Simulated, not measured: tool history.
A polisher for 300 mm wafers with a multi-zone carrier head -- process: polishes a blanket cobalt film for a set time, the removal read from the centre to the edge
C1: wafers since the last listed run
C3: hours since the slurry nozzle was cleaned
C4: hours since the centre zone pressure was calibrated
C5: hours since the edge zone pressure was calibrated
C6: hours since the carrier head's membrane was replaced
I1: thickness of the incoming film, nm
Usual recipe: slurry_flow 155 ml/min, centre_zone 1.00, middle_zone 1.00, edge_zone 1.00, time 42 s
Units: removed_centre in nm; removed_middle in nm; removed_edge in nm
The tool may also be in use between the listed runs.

Run 1, hour 0.0: usual settings but middle_zone 1.05; C1 0; wafers polished on this pad 596; C3 70.9; C4 1321.4; C5 821.1; C6 1442.3; I1 1520.2. Result: removed_centre 244.1 nm, removed_middle 255.5 nm, removed_edge 257.5 nm.
Run 2, hour 33.6: usual settings but middle_zone 1.05; C1 483; wafers polished on this pad 1079; C3 104.5; C4 1355.0; C5 854.7; C6 1475.9; I1 1544.8. Result: removed_centre 245.4 nm, removed_middle 254.0 nm, removed_edge 256.0 nm.
Run 3, hour 65.9: usual settings but centre_zone 1.09; C1 464; wafers polished on this pad 1544; C3 136.8; C4 1387.3; C5 887.0; C6 1508.2; I1 1540.4. Result: removed_centre 268.4 nm, removed_middle 245.5 nm, removed_edge 252.2 nm.
Run 4, hour 109.6: usual settings but centre_zone 1.09; C1 629; wafers polished on this pad 2173; C3 180.5; C4 1431.0; C5 930.7; C6 1551.9; I1 1553.6. Result: removed_centre 265.7 nm, removed_middle 242.7 nm, removed_edge 253.9 nm.
At hour 126.2: centre zone pressure recalibrated.
At hour 132.7: carrier head's membrane replaced by a new one.
Run 5, hour 136.1: usual settings but middle_zone 0.90, edge_zone 0.94; C1 280; wafers polished on this pad 2454; C3 207.0; C4 9.9; C5 957.2; C6 3.4; I1 1550.3. Result: removed_centre 244.9 nm, removed_middle 228.4 nm, removed_edge 249.0 nm.
Run 6, hour 166.3: usual settings but slurry_flow 130 ml/min, middle_zone 1.10; C1 434; wafers polished on this pad 2889; C3 237.2; C4 40.1; C5 987.4; C6 33.6; I1 1523.2. Result: removed_centre 239.0 nm, removed_middle 256.5 nm, removed_edge 246.2 nm.
Run 7, hour 205.3: usual settings but centre_zone 0.91, middle_zone 0.91, time 53 s; C1 561; wafers polished on this pad 3450; C3 276.2; C4 79.1; C5 1026.4; C6 72.6; I1 1515.4. Result: removed_centre 278.0 nm, removed_middle 290.3 nm, removed_edge 317.0 nm.
At hour 358.9: worn pad replaced by a new one, of another model than before.
Run 8, hour 378.9: usual settings but centre_zone 1.05, edge_zone 0.96; C1 2441; wafers polished on this pad 287; C3 449.8; C4 252.7; C5 1200.0; C6 246.2; I1 1527.9. Result: removed_centre 250.2 nm, removed_middle 241.3 nm, removed_edge 245.2 nm.
At hour 411.1: edge zone pressure recalibrated.
Run 9, hour 447.6: usual settings; C1 960; wafers polished on this pad 1247; C3 518.5; C4 321.4; C5 36.5; C6 314.9; I1 1549.3. Result: removed_centre 237.9 nm, removed_middle 242.9 nm, removed_edge 246.9 nm.
Run 10, hour 503.0: usual settings but slurry_flow 200 ml/min, centre_zone 0.93; C1 797; wafers polished on this pad 2045; C3 573.9; C4 376.8; C5 91.9; C6 370.3; I1 1541.5. Result: removed_centre 235.1 nm, removed_middle 255.4 nm, removed_edge 260.6 nm.
At hour 541.3: slurry nozzle cleaned.
Run 11, hour 564.9: usual settings; C1 876; wafers polished on this pad 2921; C3 23.6; C4 438.7; C5 153.8; C6 432.2; I1 1556.5. Result: removed_centre 246.7 nm, removed_middle 250.2 nm, removed_edge 256.8 nm.
Run 12, hour 738.7: usual settings but middle_zone 0.97, time 35 s; C1 2501; wafers polished on this pad 5423; C3 197.4; C4 612.5; C5 327.6; C6 606.0; I1 1561.1. Result: removed_centre 201.8 nm, removed_middle 201.2 nm, removed_edge 207.6 nm.
Run 13, hour 803.7: usual settings but centre_zone 1.04, middle_zone 1.06, edge_zone 0.91, time 51 s; C1 935; wafers polished on this pad 6359; C3 262.4; C4 677.5; C5 392.6; C6 671.0; I1 1550.6. Result: removed_centre 301.9 nm, removed_middle 308.4 nm, removed_edge 295.0 nm.
At hour 827.1: worn pad replaced by a new one.
Run 14, hour 857.0: usual settings but centre_zone 0.94; C1 709; wafers polished on this pad 430; C3 315.7; C4 730.8; C5 445.9; C6 724.3; I1 1530.0. Result: removed_centre 224.8 nm, removed_middle 240.5 nm, removed_edge 254.1 nm.
Run 15, hour 928.6: usual settings but slurry_flow 120 ml/min; C1 1030; wafers polished on this pad 1460; C3 387.3; C4 802.4; C5 517.5; C6 795.9; I1 1521.9. Result: removed_centre 215.9 nm, removed_middle 219.2 nm, removed_edge 235.9 nm.
Run 16, hour 970.5: usual settings; C1 603; wafers polished on this pad 2063; C3 429.2; C4 844.3; C5 559.4; C6 837.8; I1 1551.5. Result: removed_centre 238.8 nm, removed_middle 239.8 nm, removed_edge 250.5 nm.
Run 17, hour 1007.2: usual settings; C1 528; wafers polished on this pad 2592; C3 465.9; C4 881.0; C5 596.1; C6 874.5; I1 1551.6. Result: removed_centre 234.5 nm, removed_middle 241.7 nm, removed_edge 250.6 nm.
Run 18, hour 1055.9: usual settings but centre_zone 1.09, time 28 s; C1 701; wafers polished on this pad 3293; C3 514.6; C4 929.7; C5 644.8; C6 923.2; I1 1552.4. Result: removed_centre 171.7 nm, removed_middle 158.4 nm, removed_edge 167.7 nm.
Run 19, hour 1104.6: usual settings; C1 701; wafers polished on this pad 3994; C3 563.3; C4 978.4; C5 693.5; C6 971.9; I1 1552.0. Result: removed_centre 234.9 nm, removed_middle 241.6 nm, removed_edge 249.0 nm.
Run 20, hour 1174.7: usual settings but centre_zone 0.92; C1 1009; wafers polished on this pad 5003; C3 633.4; C4 1048.5; C5 763.6; C6 1042.0; I1 1509.6. Result: removed_centre 216.8 nm, removed_middle 239.1 nm, removed_edge 250.6 nm.
At hour 1199.8: slurry nozzle cleaned.
Run 21, hour 1240.4: usual settings but middle_zone 0.92; C1 931; wafers polished on this pad 5934; C3 40.6; C4 1114.2; C5 829.3; C6 1107.7; I1 1558.0. Result: removed_centre 244.5 nm, removed_middle 233.1 nm, removed_edge 258.0 nm.
At hour 1315.1: worn pad replaced by a new one.
Run 22, hour 1315.6: usual settings; C1 1024; wafers polished on this pad 7; C3 115.8; C4 1189.4; C5 904.5; C6 1182.9; I1 1533.2. Result: removed_centre 239.9 nm, removed_middle 245.5 nm, removed_edge 254.8 nm.
Run 23, hour 1357.7: usual settings but slurry_flow 135 ml/min, middle_zone 0.92, time 53 s; C1 606; wafers polished on this pad 613; C3 157.9; C4 1231.5; C5 946.6; C6 1225.0; I1 1544.3. Result: removed_centre 290.3 nm, removed_middle 277.3 nm, removed_edge 310.7 nm.

Subtracting, for every run, the result it would have given without the tool's unlogged condition from the measured result gives the following. The same run-to-run variation enters both numbers; the gauge's scatter may not:
The hidden state here: removal rate lost through wear of the pad, %; slurry flow missing at the pad, %; deviation of the centre zone's pressure from its setpoint, %; deviation of the edge zone's pressure from its setpoint, %.
run  removed_centre  removed_middle  removed_edge
  1            -2.2            -2.0          -1.5
  2            -3.1            -2.8          -2.0
  3            -4.1            -3.3          -2.4
  4            -5.0            -4.0          -3.0
  5            -5.0            -4.1          -3.2
  6            -6.1            -5.8          -3.8
  7            -6.6            -6.1          -4.8
  8           -11.9           -10.0          -7.2
  9           -11.7           -10.5          -7.6
 10            -8.6            -8.4          -6.3
 11            -1.3            -1.1          -0.9
 12            -6.2            -5.4          -4.0
 13           -11.0            -9.9          -6.8
 14            -9.1            -8.6          -6.4
 15           -13.4           -11.8          -8.5
 16           -11.0            -9.7          -7.2
 17           -11.1           -10.1          -7.3
 18            -8.4            -6.8          -5.1
 19           -11.7           -10.6          -7.7
 20           -11.0           -10.8          -7.9
 21            -2.6            -2.2          -1.8
 22            -5.6            -5.1          -3.8
 23           -10.2            -8.5          -6.6
